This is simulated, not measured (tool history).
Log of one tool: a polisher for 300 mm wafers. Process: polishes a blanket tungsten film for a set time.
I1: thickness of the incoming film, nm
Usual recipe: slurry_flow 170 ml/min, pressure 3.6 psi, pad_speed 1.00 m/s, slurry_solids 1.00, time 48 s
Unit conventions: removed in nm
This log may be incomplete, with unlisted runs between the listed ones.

{"run": 1, "hour": 0.0, "slurry_flow": 170, "pressure": 3.6, "pad_speed": 1.0, "slurry_solids": 1.0, "time": 48, "I1": 1184.6, "removed": 219.8}
{"run": 2, "hour": 9.3, "slurry_flow": 170, "pressure": 3.6, "pad_speed": 1.0, "slurry_solids": 1.0, "time": 48, "I1": 1209.0, "removed": 215.0}
{"hour": 19.6, "done": "slurry blender recalibrated"}
{"run": 3, "hour": 20.1, "slurry_flow": 170, "pressure": 3.6, "pad_speed": 1.0, "slurry_solids": 1.0, "time": 48, "I1": 1202.6, "removed": 216.2}
{"run": 4, "hour": 32.4, "slurry_flow": 170, "pressure": 3.6, "pad_speed": 1.0, "slurry_solids": 1.0, "time": 48, "I1": 1210.5, "removed": 210.8}
{"run": 5, "hour": 58.1, "slurry_flow": 170, "pressure": 3.6, "pad_speed": 1.24, "slurry_solids": 0.8, "time": 48, "I1": 1192.1, "removed": 240.7}
{"hour": 64.3, "done": "head pressure recalibrated"}
{"hour": 75.2, "done": "slurry tank refilled with fresh slurry and peroxide"}
{"run": 6, "hour": 75.9, "slurry_flow": 170, "pressure": 3.6, "pad_speed": 1.0, "slurry_solids": 1.0, "time": 48, "I1": 1169.4, "removed": 203.2}
{"run": 7, "hour": 92.9, "slurry_flow": 210, "pressure": 3.6, "pad_speed": 1.0, "slurry_solids": 1.0, "time": 48, "I1": 1194.0, "removed": 202.6}
{"hour": 105.7, "done": "worn pad replaced by a new one"}
{"run": 8, "hour": 106.2, "slurry_flow": 170, "pressure": 3.6, "pad_speed": 1.0, "slurry_solids": 1.0, "time": 48, "I1": 1192.2, "removed": 223.7}
{"run": 9, "hour": 118.8, "slurry_flow": 125, "pressure": 2.4, "pad_speed": 0.88, "slurry_solids": 1.0, "time": 48, "I1": 1196.2, "removed": 128.0}
{"run": 10, "hour": 136.4, "slurry_flow": 170, "pressure": 3.6, "pad_speed": 1.14, "slurry_solids": 0.8, "time": 55, "I1": 1179.5, "removed": 270.1}
{"run": 11, "hour": 147.9, "slurry_flow": 170, "pressure": 3.6, "pad_speed": 1.0, "slurry_solids": 0.8, "time": 48, "I1": 1182.5, "removed": 208.5}
{"run": 12, "hour": 166.1, "slurry_flow": 170, "pressure": 3.6, "pad_speed": 1.0, "slurry_solids": 1.1, "time": 48, "I1": 1190.8, "removed": 211.6}
{"run": 13, "hour": 177.6, "slurry_flow": 170, "pressure": 3.6, "pad_speed": 1.0, "slurry_solids": 1.0, "time": 48, "I1": 1208.4, "removed": 210.2}
{"run": 14, "hour": 188.9, "slurry_flow": 170, "pressure": 3.6, "pad_speed": 1.0, "slurry_solids": 1.0, "time": 48, "I1": 1206.1, "removed": 204.0}
{"run": 15, "hour": 202.2, "slurry_flow": 170, "pressure": 4.0, "pad_speed": 1.0, "slurry_solids": 1.0, "time": 55, "I1": 1198.3, "removed": 261.3}
{"run": 16, "hour": 216.1, "slurry_flow": 170, "pressure": 4.8, "pad_speed": 0.78, "slurry_solids": 1.0, "time": 48, "I1": 1187.5, "removed": 223.1}
{"hour": 231.1, "done": "worn pad replaced by a new one"}
{"run": 17, "hour": 231.6, "slurry_flow": 170, "pressure": 3.6, "pad_speed": 1.0, "slurry_solids": 1.0, "time": 48, "I1": 1189.2, "removed": 222.2}
{"run": 18, "hour": 240.3, "slurry_flow": 170, "pressure": 3.6, "pad_speed": 0.68, "slurry_solids": 1.0, "time": 48, "I1": 1194.2, "removed": 165.7}
{"hour": 248.8, "done": "slurry tank refilled with fresh slurry and peroxide"}
{"run": 19, "hour": 258.0, "slurry_flow": 230, "pressure": 2.7, "pad_speed": 1.0, "slurry_solids": 0.85, "time": 48, "I1": 1202.8, "removed": 163.3}
{"run": 20, "hour": 271.6, "slurry_flow": 170, "pressure": 2.4, "pad_speed": 1.28, "slurry_solids": 1.0, "time": 48, "I1": 1204.0, "removed": 169.5}
{"run": 21, "hour": 280.9, "slurry_flow": 150, "pressure": 2.5, "pad_speed": 0.74, "slurry_solids": 1.0, "time": 48, "I1": 1174.9, "removed": 116.5}
{"run": 22, "hour": 288.5, "slurry_flow": 210, "pressure": 3.6, "pad_speed": 1.0, "slurry_solids": 1.15, "time": 48, "I1": 1179.4, "removed": 223.7}
{"hour": 299.5, "done": "slurry blender recalibrated"}
{"run": 23, "hour": 300.0, "slurry_flow": 170, "pressure": 3.6, "pad_speed": 1.0, "slurry_solids": 1.0, "time": 63, "I1": 1185.9, "removed": 270.4}
{"run": 24, "hour": 310.9, "slurry_flow": 205, "pressure": 3.6, "pad_speed": 1.22, "slurry_solids": 0.8, "time": 41, "I1": 1188.3, "removed": 204.4}
{"run": 25, "hour": 328.6, "slurry_flow": 170, "pressure": 4.0, "pad_speed": 1.0, "slurry_solids": 1.25, "time": 48, "I1": 1185.1, "removed": 229.0}
{"run": 26, "hour": 344.7, "slurry_flow": 120, "pressure": 4.2, "pad_speed": 1.0, "slurry_solids": 1.0, "time": 48, "I1": 1193.3, "removed": 220.6}
{"run": 27, "hour": 359.1, "slurry_flow": 170, "pressure": 4.8, "pad_speed": 0.78, "slurry_solids": 1.0, "time": 48, "I1": 1194.1, "removed": 208.6}
{"run": 28, "hour": 367.6, "slurry_flow": 170, "pressure": 3.6, "pad_speed": 1.0, "slurry_solids": 1.25, "time": 48, "I1": 1196.8, "removed": 195.8}

State the hidden condition of the tool at each of the runs:
deviation of the head's pressure from its setpoint, %: 0 on each run
abrasive missing from the slurry, %: 0 on each run
peroxide lost from the slurry, %: 0 on each run
H1: removal rate lost through wear of the pad, %
H2: slurry flow missing at the pad, %
run=1 H1=2.81 H2=0.105
run=2 H1=3.65 H2=0.541
run=3 H1=4.63 H2=1.05
run=4 H1=5.74 H2=1.62
run=5 H1=8.06 H2=2.83
run=6 H1=9.67 H2=3.66
run=7 H1=11.2 H2=4.46
run=8 H1=1.53 H2=5.08
run=9 H1=2.67 H2=5.68
run=10 H1=4.26 H2=6.5
run=11 H1=5.29 H2=7.04
run=12 H1=6.94 H2=7.89
run=13 H1=7.98 H2=8.43
run=14 H1=9 H2=8.96
run=15 H1=10.2 H2=9.59
run=16 H1=11.5 H2=10.2
run=17 H1=0.366 H2=11
run=18 H1=1.15 H2=11.4
run=19 H1=2.75 H2=12.2
run=20 H1=3.98 H2=12.8
run=21 H1=4.82 H2=13.3
run=22 H1=5.51 H2=13.6
run=23 H1=6.54 H2=14.2
run=24 H1=7.53 H2=14.7
run=25 H1=9.13 H2=15.5
run=26 H1=10.6 H2=16.3
run=27 H1=11.9 H2=16.9
run=28 H1=12.7 H2=17.3
